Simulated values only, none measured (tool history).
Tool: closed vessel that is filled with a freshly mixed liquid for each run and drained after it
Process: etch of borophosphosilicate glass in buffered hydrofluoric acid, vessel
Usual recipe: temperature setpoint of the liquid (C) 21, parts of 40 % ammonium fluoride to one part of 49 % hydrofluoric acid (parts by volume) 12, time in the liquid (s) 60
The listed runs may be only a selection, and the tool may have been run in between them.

| run | hour | temperature setpoint of the liquid (C) | parts of 40 % ammonium fluoride to one part of 49 % hydrofluoric acid (parts by volume) | time in the liquid (s) | wafers since the last listed run | hours since the thermometer was replaced | hours since the hydrofluoric acid flow meter was replaced | hours since the gauge calibration | read-back film thickness of the borophosphosilicate glass reference wafer, read on the same gauge (nm) | thickness taken off the borophosphosilicate glass on a monitor wafer (nm) |
|---|---|---|---|---|---|---|---|---|---|---|
| 1 | 0 | 23.5 | 14.5 | 60 | 0 | 2350.4 | 2379.1 | 19.2 | 90.02 | 152.53 |
| 2 | 14.4 | 23.5 | 14.5 | 60 | 1968 | 2364.8 | 2393.5 | 33.6 | 90 | 152.6 |
| 3 | 43.8 | 23.5 | 14.5 | 60 | 4018 | 2394.2 | 2422.9 | 63 | 90.04 | 152.81 |
| 4 | 50.5 | 21 | 12 | 60 | 915 | 2400.9 | 2429.6 | 69.7 | 89.99 | 161.82 |
| 5 | 77.7 | 21 | 12 | 60 | 3717 | 2428.1 | 2456.8 | 96.9 | 90 | 161.54 |
| 6 | 85.4 | 21 | 12 | 60 | 1052 | 2435.8 | 2464.5 | 104.6 | 89.98 | 162.02 |
| 7 | 93.5 | 21 | 12 | 60 | 1107 | 2443.9 | 2472.6 | 112.7 | 89.97 | 161.41 |
| 8 | 122.8 | 21 | 12 | 60 | 4004 | 2473.2 | 2501.9 | 142 | 89.99 | 162.41 |
| 9 | 139.4 | 21 | 12 | 60 | 2268 | 2489.8 | 2518.5 | 158.6 | 90 | 162.52 |
| 10 | 148.9 | 18 | 9 | 60 | 1298 | 2499.3 | 2528 | 168.1 | 90 | 178.93 |
| 11 | 155.4 | 21 | 15.5 | 60 | 888 | 2505.8 | 2534.5 | 174.6 | 90.01 | 126.2 |
|  | 156.8 | gauge calibrated |
|  | 159.7 | hydrofluoric acid flow meter replaced |
| 12 | 165.7 | 17 | 10 | 75 | 1271 | 2516.1 | 6 | 8.9 | 89.98 | 173.72 |
| 13 | 179.8 | 21 | 15.5 | 60 | 1927 | 2530.2 | 20.1 | 23 | 90.01 | 113.04 |
| 14 | 187.7 | 19.5 | 12 | 60 | 1079 | 2538.1 | 28 | 30.9 | 90.03 | 133.79 |
| 15 | 199.8 | 21 | 12 | 60 | 1653 | 2550.2 | 40.1 | 43 | 90 | 145.19 |
|  | 203.7 | thermometer replaced |
| 16 | 208.7 | 21 | 7 | 30 | 1079 | 5 | 49 | 51.9 | 90.02 | 108.75 |
| 17 | 216 | 23 | 12 | 60 | 997 | 12.3 | 56.3 | 59.2 | 89.96 | 144.55 |
| 18 | 225.2 | 21 | 12 | 60 | 1257 | 21.5 | 65.5 | 68.4 | 90.03 | 129.53 |
| 19 | 239.7 | 17.5 | 16 | 50 | 1981 | 36 | 80 | 82.9 | 90.02 | 67.2 |
| 20 | 249.3 | 17 | 12 | 75 | 1312 | 45.6 | 89.6 | 92.5 | 90 | 129.75 |
| 21 | 258.4 | 24 | 10.5 | 60 | 1243 | 54.7 | 98.7 | 101.6 | 90.02 | 174.43 |

For each run, what was the tool's unlogged condition?
gauge reads high (%): 0 on each run
H1: liquid hotter than its thermometer reads (K)
H2: hydrofluoric acid flow above the setpoint (%)
| run | H1 | H2 |
|---|---|---|
| 1 | 2.03 | 13.1 |
| 2 | 2.05 | 13.2 |
| 3 | 2.07 | 13.4 |
| 4 | 2.08 | 13.4 |
| 5 | 2.1 | 13.6 |
| 6 | 2.11 | 13.6 |
| 7 | 2.11 | 13.6 |
| 8 | 2.14 | 13.8 |
| 9 | 2.15 | 13.9 |
| 10 | 2.16 | 13.9 |
| 11 | 2.17 | 14 |
| 12 | 2.18 | 1.42 |
| 13 | 2.19 | 1.5 |
| 14 | 2.2 | 1.54 |
| 15 | 2.21 | 1.6 |
| 16 | 0.0304 | 1.65 |
| 17 | 0.0367 | 1.69 |
| 18 | 0.0446 | 1.74 |
| 19 | 0.0571 | 1.82 |
| 20 | 0.0653 | 1.87 |
| 21 | 0.0732 | 1.92 |
